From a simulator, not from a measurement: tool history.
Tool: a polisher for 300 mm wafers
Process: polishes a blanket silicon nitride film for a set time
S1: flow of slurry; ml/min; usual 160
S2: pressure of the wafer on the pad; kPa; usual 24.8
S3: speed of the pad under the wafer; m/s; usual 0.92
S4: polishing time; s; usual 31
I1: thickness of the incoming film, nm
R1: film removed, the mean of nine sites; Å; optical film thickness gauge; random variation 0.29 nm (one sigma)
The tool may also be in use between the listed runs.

Run 1, hour 0.0: usual settings but S3 1.04 m/s; I1 652.4. Result: R1 460 Å.
Run 2, hour 43.4: usual settings but S3 1.04 m/s; I1 654.3. Result: R1 459 Å.
At hour 83.4: worn pad replaced by a new one.
Run 3, hour 137.3: usual settings but S3 1.04 m/s; I1 655.7. Result: R1 466 Å.
At hour 139.6: slurry nozzle cleaned.
Run 4, hour 213.2: usual settings but S1 135 ml/min; I1 654.3. Result: R1 406 Å.
Run 5, hour 276.0: usual settings but S1 135 ml/min; I1 659.8. Result: R1 409 Å.
At hour 320.6: worn pad replaced by a new one.
Run 6, hour 321.1: usual settings but S1 135 ml/min; I1 648.3. Result: R1 410 Å.
At hour 405.2: head pressure recalibrated.
Run 7, hour 451.4: usual settings but S2 28.3 kPa; I1 653.4. Result: R1 466 Å.
At hour 478.1: slurry nozzle cleaned.
Run 8, hour 495.8: usual settings but S2 28.3 kPa; I1 653.6. Result: R1 460 Å.
At hour 524.2: worn pad replaced by a new one.
Run 9, hour 596.8: usual settings but S2 22.1 kPa; I1 638.4. Result: R1 377 Å.
Run 10, hour 680.4: usual settings but S2 21.4 kPa; I1 653.8. Result: R1 368 Å.
Run 11, hour 725.6: usual settings but S1 115 ml/min; I1 656.1. Result: R1 391 Å.
Run 12, hour 773.7: usual settings but S3 1.04 m/s, S4 41 s; I1 650.2. Result: R1 611 Å.
At hour 785.7: worn pad replaced by a new one.
At hour 852.3: slurry nozzle cleaned.
Run 13, hour 854.7: usual settings but S2 22.1 kPa; I1 654.2. Result: R1 377 Å.
Run 14, hour 937.5: usual settings; I1 651.7. Result: R1 417 Å.
At hour 991.4: worn pad replaced by a new one.
Run 15, hour 1029.9: usual settings but S1 205 ml/min, S2 29.0 kPa, S3 1.20 m/s, S4 42 s; I1 644.5. Result: R1 843 Å.
Run 16, hour 1080.6: usual settings but S1 125 ml/min, S3 1.04 m/s; I1 637.0. Result: R1 446 Å.
Run 17, hour 1156.2: usual settings but S1 115 ml/min, S2 28.3 kPa, S3 0.74 m/s, S4 25 s; I1 635.5. Result: R1 303 Å.

Measured less the same run without the tool's hidden state. The same run-to-run variation is in both; the gauge's scatter may not be:
The hidden state here: removal rate lost through wear of the pad, %; slurry flow missing at the pad, %; deviation of the head's pressure from its setpoint, %.
run   R1
  1   +3
  2   +4
  3   +6
  4   +7
  5   +8
  6   +9
  7   +0
  8   +1
  9   +1
 10   +1
 11   +2
 12   +4
 13   +3
 14   +5
 15  +15
 16   +9
 17   +7
